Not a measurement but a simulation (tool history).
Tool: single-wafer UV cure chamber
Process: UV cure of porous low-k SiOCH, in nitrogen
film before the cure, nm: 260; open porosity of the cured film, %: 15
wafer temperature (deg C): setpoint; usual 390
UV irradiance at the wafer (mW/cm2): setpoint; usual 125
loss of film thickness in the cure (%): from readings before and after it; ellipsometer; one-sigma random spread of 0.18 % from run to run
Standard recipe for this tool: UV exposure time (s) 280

run	hour	wafer temperature (deg C)	UV exposure time (s)	UV irradiance at the wafer (mW/cm2)	loss of film thickness in the cure (%)
1	0.0	390	280	125	11.033
2	26.1	390	280	125	11.090
3	54.0	386	280	125	11.275
4	123.5	386	280	125	10.872
5	160.2	398	225	125	9.852
6	199.2	398	225	125	9.840
7	237.7	398	225	125	9.615
# hour 257.7: quartz window cleaned
8	282.2	390	115	89	6.242

What does the tool deliver on the next run?
9	324.5	390	280	125	?

{"run 9": {"loss of film thickness in the cure (%)": 10.535}}
Had the tool carried no hidden state, the very same run would have given loss of film thickness in the cure (%) 12.124.

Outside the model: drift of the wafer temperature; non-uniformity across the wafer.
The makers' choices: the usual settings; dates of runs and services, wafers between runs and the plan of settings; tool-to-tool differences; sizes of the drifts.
